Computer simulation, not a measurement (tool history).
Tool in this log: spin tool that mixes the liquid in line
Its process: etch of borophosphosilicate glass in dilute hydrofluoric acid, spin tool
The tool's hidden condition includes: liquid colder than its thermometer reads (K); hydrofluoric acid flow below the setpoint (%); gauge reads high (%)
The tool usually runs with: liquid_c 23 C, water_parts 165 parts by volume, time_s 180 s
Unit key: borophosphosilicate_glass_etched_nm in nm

run	hour	liquid_c	water_parts	time_s	wafers since the last listed run	hours since the thermometer was replaced	hours since the hydrofluoric acid flow meter was replaced	hours since the gauge calibration	read-back film thickness of the borophosphosilicate glass reference wafer, read on the same gauge (nm)	borophosphosilicate_glass_etched_nm
1	0	24.5	165	155	0	1826.4	24.9	785.5	139.98	27.81
2	28.4	23	165	180	253	1854.8	53.3	813.9	140.02	30.62
3	59.1	23	165	180	273	1885.5	84	844.6	140.04	30.89
4	80	23	165	180	186	1906.4	104.9	865.5	140.02	30.65
5	96	23	165	180	142	1922.4	120.9	881.5	140.03	30.63
6	117.7	23	165	240	193	1944.1	142.6	903.2	139.97	41.1
7	150.1	23	165	240	288	1976.5	175	935.6	139.99	40.94
8	166.5	23	165	180	146	1992.9	191.4	952	140.03	30.94
9	186.8	23	165	180	180	2013.2	211.7	972.3	139.98	30.71
10	208.2	23	190	180	190	2034.6	233.1	993.7	140.01	26.04
11	227.2	23	165	180	169	2053.6	252.1	1012.7	140.03	30.65
12	247.8	23	135	265	183	2074.2	272.7	1033.3	140	57.04
13	260.7	21	100	210	114	2087.1	285.6	1046.2	140.03	59.31
14	283.7	23	165	180	205	2110.1	308.6	1069.2	139.98	30.89
15	316.7	23	135	75	294	2143.1	341.6	1102.2	139.98	16.24
16	343.8	26	130	250	241	2170.2	368.7	1129.3	139.99	63.98
17	362.9	26.5	185	85	170	2189.3	387.8	1148.4	140	14.52
18	398.4	18	165	75	316	2224.8	423.3	1183.9	139.99	10.57
# hour 411.8: gauge calibrated
19	427.9	23	165	180	262	2254.3	452.8	16.1	140.01	30.6
20	445.3	23	240	215	155	2271.7	470.2	33.5	139.99	23.6
21	467.1	25	205	255	194	2293.5	492	55.3	140.01	35.98
# hour 479.3: thermometer replaced
22	486.1	27.5	165	250	160	6.8	511	74.3	139.96	50.31
23	511.2	18	100	180	223	31.9	536.1	99.4	140.01	44.55
24	528.7	23	240	215	155	49.4	553.6	116.9	140	23.2
25	632.1	23	120	180	921	152.8	657	220.3	139.99	44.49
26	655.8	23	165	180	211	176.5	680.7	244	140.02	30.78
27	674.1	27.5	165	180	163	194.8	699	262.3	140.02	36.48
28	703.3	23	220	85	260	224	728.2	291.5	140.02	10.18
29	736.9	23	125	90	299	257.6	761.8	325.1	139.96	21.15
# hour 767.4: hydrofluoric acid flow meter replaced
30	767.9	27	165	70	267	288.6	0.5	356.1	140.01	13.85
31	794.9	23	105	225	240	315.6	27.5	383.1	140	64.34
32	821.9	23	225	285	240	342.6	54.5	410.1	139.99	33.49
33	856.2	23	165	130	305	376.9	88.8	444.4	140	22.21

Branching from run 33: 3 alternative next runs. What would each branch give?
A	856.7	23	165	180	4	377.4	89.3	444.9	?	?
B	856.7	18.5	165	215	4	377.4	89.3	444.9	?	?
C	856.7	26.5	190	180	4	377.4	89.3	444.9	?	?

run	read-back film thickness of the borophosphosilicate glass reference wafer, read on the same gauge (nm)	borophosphosilicate_glass_etched_nm
A	140.02	30.82
B	140.02	30.87
C	140.02	29.65
With no hidden state in the tool, these same runs would have given:
run	borophosphosilicate_glass_etched_nm
A	30.82
B	30.87
C	29.65

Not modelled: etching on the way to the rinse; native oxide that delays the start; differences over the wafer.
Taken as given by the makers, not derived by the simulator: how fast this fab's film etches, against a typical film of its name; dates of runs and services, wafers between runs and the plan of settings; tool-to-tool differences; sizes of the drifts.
